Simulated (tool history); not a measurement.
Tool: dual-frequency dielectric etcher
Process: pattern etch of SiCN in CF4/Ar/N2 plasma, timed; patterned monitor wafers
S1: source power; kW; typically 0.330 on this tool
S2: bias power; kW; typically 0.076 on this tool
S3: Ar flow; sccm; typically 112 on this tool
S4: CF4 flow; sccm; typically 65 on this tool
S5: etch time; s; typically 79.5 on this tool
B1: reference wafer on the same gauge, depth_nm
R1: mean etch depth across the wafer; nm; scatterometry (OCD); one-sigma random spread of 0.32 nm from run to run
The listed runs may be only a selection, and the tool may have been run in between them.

{"run": 1, "day": 0.0, "S1": 0.33, "S2": 0.066, "S3": 132, "S4": 65, "S5": 79.5, "B1": 50.8, "R1": 44.9}
{"day": 0.45, "done": "Ar flow controller replaced"}
{"run": 2, "day": 1.671, "S1": 0.33, "S2": 0.076, "S3": 112, "S4": 65, "S5": 79.5, "B1": 50.7, "R1": 47.9}
{"day": 1.917, "done": "gauge calibrated"}
{"run": 3, "day": 5.967, "S1": 0.33, "S2": 0.076, "S3": 112, "S4": 65, "S5": 79.5, "B1": 50.7, "R1": 49.0}
{"day": 7.733, "done": "CF4 flow controller replaced"}
{"run": 4, "day": 9.825, "S1": 0.33, "S2": 0.09, "S3": 112, "S4": 65, "S5": 79.5, "B1": 50.7, "R1": 51.7}
{"run": 5, "day": 13.462, "S1": 0.26, "S2": 0.07, "S3": 123, "S4": 65, "S5": 79.5, "B1": 50.8, "R1": 39.8}
{"run": 6, "day": 16.546, "S1": 0.33, "S2": 0.076, "S3": 112, "S4": 65, "S5": 86.5, "B1": 50.7, "R1": 52.6}
{"run": 7, "day": 19.158, "S1": 0.41, "S2": 0.082, "S3": 90, "S4": 65, "S5": 95.5, "B1": 50.7, "R1": 70.0}
{"day": 20.371, "done": "wet clean of the chamber"}
{"day": 20.558, "done": "source power generator calibrated"}
{"day": 20.892, "done": "upper electrode replaced"}
{"run": 8, "day": 22.2, "S1": 0.33, "S2": 0.083, "S3": 133, "S4": 65, "S5": 68.5, "B1": 50.7, "R1": 40.7}
{"run": 9, "day": 25.225, "S1": 0.33, "S2": 0.07, "S3": 128, "S4": 65, "S5": 79.5, "B1": 50.6, "R1": 44.8}
{"run": 10, "day": 38.221, "S1": 0.37, "S2": 0.076, "S3": 140, "S4": 65, "S5": 79.5, "B1": 50.7, "R1": 49.2}
{"run": 11, "day": 50.175, "S1": 0.33, "S2": 0.076, "S3": 112, "S4": 65, "S5": 79.5, "B1": 50.7, "R1": 47.4}
{"day": 51.646, "done": "wet clean of the chamber"}
{"run": 12, "day": 53.521, "S1": 0.33, "S2": 0.076, "S3": 112, "S4": 65, "S5": 79.5, "B1": 50.7, "R1": 47.5}
{"run": 13, "day": 57.438, "S1": 0.33, "S2": 0.076, "S3": 112, "S4": 65, "S5": 79.5, "B1": 50.7, "R1": 47.0}
{"run": 14, "day": 59.438, "S1": 0.26, "S2": 0.087, "S3": 112, "S4": 65, "S5": 60.0, "B1": 50.7, "R1": 32.8}
{"run": 15, "day": 63.138, "S1": 0.33, "S2": 0.076, "S3": 112, "S4": 65, "S5": 79.5, "B1": 50.7, "R1": 47.6}
{"run": 16, "day": 65.121, "S1": 0.33, "S2": 0.076, "S3": 112, "S4": 65, "S5": 79.5, "B1": 50.6, "R1": 47.6}
{"run": 17, "day": 67.462, "S1": 0.33, "S2": 0.076, "S3": 121, "S4": 65, "S5": 60.0, "B1": 50.6, "R1": 35.3}
{"run": 18, "day": 71.542, "S1": 0.33, "S2": 0.076, "S3": 129, "S4": 65, "S5": 102.5, "B1": 50.6, "R1": 60.0}
{"run": 19, "day": 74.917, "S1": 0.33, "S2": 0.089, "S3": 99, "S4": 65, "S5": 79.5, "B1": 50.7, "R1": 52.0}
{"day": 75.971, "done": "gauge calibrated"}
{"run": 20, "day": 76.958, "S1": 0.38, "S2": 0.076, "S3": 112, "S4": 65, "S5": 79.5, "B1": 50.7, "R1": 51.2}

What the log doesn't show, run by run:
etch rate over this chamber's usual, %: 0, the same for each run
bias power that arrives over what is set, %: 0, the same for each run
Ar flow that arrives over what is set, %: 0, the same for each run
CF4 flow that arrives over what is set, %: 0, the same for each run
gauge reads high (%): 0, the same for each run
H1: source power that arrives over what is set, %
run=1 H1=5.32
run=2 H1=5.39
run=3 H1=5.59
run=4 H1=5.77
run=5 H1=5.93
run=6 H1=6.08
run=7 H1=6.2
run=8 H1=0.679
run=9 H1=0.817
run=10 H1=1.41
run=11 H1=1.96
run=12 H1=2.12
run=13 H1=2.29
run=14 H1=2.39
run=15 H1=2.56
run=16 H1=2.65
run=17 H1=2.75
run=18 H1=2.94
run=19 H1=3.1
run=20 H1=3.19

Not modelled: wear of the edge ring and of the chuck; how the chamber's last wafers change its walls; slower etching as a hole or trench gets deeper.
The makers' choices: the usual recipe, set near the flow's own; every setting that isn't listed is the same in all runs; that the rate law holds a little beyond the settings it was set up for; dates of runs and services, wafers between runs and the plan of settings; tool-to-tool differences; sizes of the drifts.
